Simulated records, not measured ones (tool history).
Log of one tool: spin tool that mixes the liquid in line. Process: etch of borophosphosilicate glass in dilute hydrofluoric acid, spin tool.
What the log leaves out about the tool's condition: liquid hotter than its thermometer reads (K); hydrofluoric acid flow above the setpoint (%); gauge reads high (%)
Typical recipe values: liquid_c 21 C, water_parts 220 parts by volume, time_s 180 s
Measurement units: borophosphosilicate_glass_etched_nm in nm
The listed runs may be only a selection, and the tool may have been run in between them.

run,hour,liquid_c,water_parts,time_s,wafers since the last listed run,hours since the thermometer was replaced,hours since the hydrofluoric acid flow meter was replaced,hours since the gauge calibration,"read-back film thickness of the borophosphosilicate glass reference wafer, read on the same gauge (nm)",borophosphosilicate_glass_etched_nm
1,0,21,220,180,0,409.5,1123.8,284,150.01,31.62
2,63.1,21,220,180,354,472.6,1186.9,347.1,150,31.68
3,98.8,21,220,220,200,508.3,1222.6,382.8,149.99,38.85
4,144.9,21,250,180,259,554.4,1268.7,428.9,150,27.13
# hour 175.8: thermometer replaced
5,214.1,19.5,220,215,383,38.3,1337.9,498.1,149.98,35.32
6,243.1,19.5,220,215,163,67.3,1366.9,527.1,149.96,35.01
7,309,19.5,220,215,370,133.2,1432.8,593,150,35.05
8,367.3,22,220,180,327,191.5,1491.1,651.3,149.97,32.41
9,433.4,22,220,180,371,257.6,1557.2,717.4,150.02,32.64
10,494.6,22,220,180,344,318.8,1618.4,778.6,149.99,32.51
11,535.8,21,220,210,231,360,1659.6,819.8,149.98,36.73
12,568.8,17,220,180,185,393,1692.6,852.8,150.01,26.87
13,618.9,24.5,220,105,281,443.1,1742.7,902.9,150,20.79
# hour 667.1: gauge calibrated
14,676.3,21,220,90,322,500.5,1800.1,9.2,149.99,15.79
15,724.6,21,220,180,271,548.8,1848.4,57.5,149.99,31.66
# hour 789.9: thermometer replaced
16,794.1,21,220,220,385,4.2,1917.9,127,150,38.15
# hour 795.2: hydrofluoric acid flow meter replaced
17,834.1,21,220,180,219,44.2,38.9,167,150.02,31.38
18,867.1,21,150,180,185,77.2,71.9,200,150,49.14
19,918.5,17,220,220,289,128.6,123.3,251.4,149.99,32.75
20,979.9,21,220,180,345,190,184.7,312.8,150.01,31.49
21,1008.4,19,115,215,160,218.5,213.2,341.3,150.02,73.93
22,1038.3,17,325,90,168,248.4,243.1,371.2,149.99,8.28
23,1082.4,23.5,270,75,247,292.5,287.2,415.3,149.96,11.25

4 options for the next run, each taken on its own from the tool as it stands now. Forecast them:
A,1082.9,21,220,180,2,293,287.7,415.8,?,?
B,1082.9,21,220,100,2,293,287.7,415.8,?,?
C,1082.9,21,220,140,2,293,287.7,415.8,?,?
D,1082.9,21,220,255,2,293,287.7,415.8,?,?

run,"read-back film thickness of the borophosphosilicate glass reference wafer, read on the same gauge (nm)",borophosphosilicate_glass_etched_nm
A,149.98,31.52
B,149.98,17.51
C,149.98,24.51
D,149.98,44.65
What these runs would have given with no unlogged condition in the tool:
run,borophosphosilicate_glass_etched_nm
A,30.94
B,17.19
C,24.07
D,43.84
